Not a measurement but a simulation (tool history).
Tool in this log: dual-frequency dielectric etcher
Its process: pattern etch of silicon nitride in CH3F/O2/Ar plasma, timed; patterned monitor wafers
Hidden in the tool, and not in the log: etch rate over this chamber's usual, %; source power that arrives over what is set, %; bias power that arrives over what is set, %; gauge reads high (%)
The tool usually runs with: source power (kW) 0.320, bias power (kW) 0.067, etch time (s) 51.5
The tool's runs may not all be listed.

| run | hour | source power (kW) | bias power (kW) | etch time (s) | wafers since the last listed run | hours since the last wet clean | hours since the last source power generator calibration | hours since the last bias power generator calibration | hours since the last upper electrode change | hours since the gauge calibration | read-back reference wafer on the same gauge, depth_nm | mean etch depth across the wafer (angstrom) |
|---|---|---|---|---|---|---|---|---|---|---|---|---|
| 1 | 0.0 | 0.320 | 0.067 | 51.5 | 0 | 228.5 | 3957.7 | 2122.8 | 3395.2 | 172.1 | 39.60 | 335.9 |
| 2 | 29.7 | 0.320 | 0.067 | 51.5 | 277 | 258.2 | 3987.4 | 2152.5 | 3424.9 | 201.8 | 39.54 | 334.2 |
|  | 54.3 | gauge calibrated |
| 3 | 64.8 | 0.320 | 0.077 | 51.5 | 328 | 293.3 | 4022.5 | 2187.6 | 3460.0 | 10.5 | 39.83 | 362.8 |
| 4 | 98.1 | 0.320 | 0.077 | 51.5 | 311 | 326.6 | 4055.8 | 2220.9 | 3493.3 | 43.8 | 39.77 | 361.4 |
| 5 | 138.7 | 0.320 | 0.077 | 51.5 | 379 | 367.2 | 4096.4 | 2261.5 | 3533.9 | 84.4 | 39.65 | 361.4 |
|  | 147.5 | source power generator calibrated |
| 6 | 164.0 | 0.280 | 0.067 | 51.5 | 199 | 392.5 | 16.5 | 2286.8 | 3559.2 | 109.7 | 39.66 | 322.9 |
| 7 | 199.1 | 0.280 | 0.067 | 51.5 | 328 | 427.6 | 51.6 | 2321.9 | 3594.3 | 144.8 | 39.58 | 321.6 |
| 8 | 232.9 | 0.340 | 0.067 | 51.5 | 315 | 461.4 | 85.4 | 2355.7 | 3628.1 | 178.6 | 39.56 | 337.5 |
|  | 267.9 | upper electrode replaced |
|  | 289.5 | wet clean of the chamber |
| 9 | 290.0 | 0.320 | 0.074 | 51.5 | 107 | 0.5 | 142.5 | 2412.8 | 22.1 | 235.7 | 39.40 | 352.7 |
| 10 | 290.4 | 0.320 | 0.067 | 51.5 | 3 | 0.9 | 142.9 | 2413.2 | 22.5 | 236.1 | 39.44 | 333.4 |
|  | 294.7 | bias power generator calibrated |
| 11 | 299.8 | 0.350 | 0.067 | 51.5 | 50 | 10.3 | 152.3 | 5.1 | 31.9 | 245.5 | 39.40 | 340.5 |
|  | 300.6 | gauge calibrated |
| 12 | 389.5 | 0.370 | 0.067 | 51.5 | 838 | 100.0 | 242.0 | 94.8 | 121.6 | 88.9 | 39.87 | 351.9 |
| 13 | 404.4 | 0.290 | 0.076 | 38.5 | 139 | 114.9 | 256.9 | 109.7 | 136.5 | 103.8 | 39.88 | 261.4 |
| 14 | 424.7 | 0.320 | 0.074 | 51.5 | 189 | 135.2 | 277.2 | 130.0 | 156.8 | 124.1 | 39.81 | 353.1 |
| 15 | 448.4 | 0.350 | 0.054 | 57.5 | 221 | 158.9 | 300.9 | 153.7 | 180.5 | 147.8 | 39.79 | 340.7 |
| 16 | 466.1 | 0.320 | 0.067 | 47.0 | 165 | 176.6 | 318.6 | 171.4 | 198.2 | 165.5 | 39.77 | 306.2 |

5 options for the next run, each taken on its own from the tool as it stands now. Forecast them:
| A | 466.5 | 0.320 | 0.075 | 51.5 | 3 | 177.0 | 319.0 | 171.8 | 198.6 | 165.9 | ? | ? |
| B | 466.5 | 0.320 | 0.067 | 38.5 | 3 | 177.0 | 319.0 | 171.8 | 198.6 | 165.9 | ? | ? |
| C | 466.5 | 0.320 | 0.073 | 51.5 | 3 | 177.0 | 319.0 | 171.8 | 198.6 | 165.9 | ? | ? |
| D | 466.5 | 0.390 | 0.081 | 44.0 | 3 | 177.0 | 319.0 | 171.8 | 198.6 | 165.9 | ? | ? |
| E | 466.5 | 0.320 | 0.067 | 47.5 | 3 | 177.0 | 319.0 | 171.8 | 198.6 | 165.9 | ? | ? |

| run | read-back reference wafer on the same gauge, depth_nm | mean etch depth across the wafer (angstrom) |
|---|---|---|
| A | 39.70 | 353.9 |
| B | 39.70 | 248.9 |
| C | 39.70 | 348.8 |
| D | 39.70 | 333.2 |
| E | 39.70 | 307.1 |
Without the tool's hidden state the same runs would have given:
| run | mean etch depth across the wafer (angstrom) |
|---|---|
| A | 355.3 |
| B | 249.9 |
| C | 350.2 |
| D | 334.5 |
| E | 308.3 |
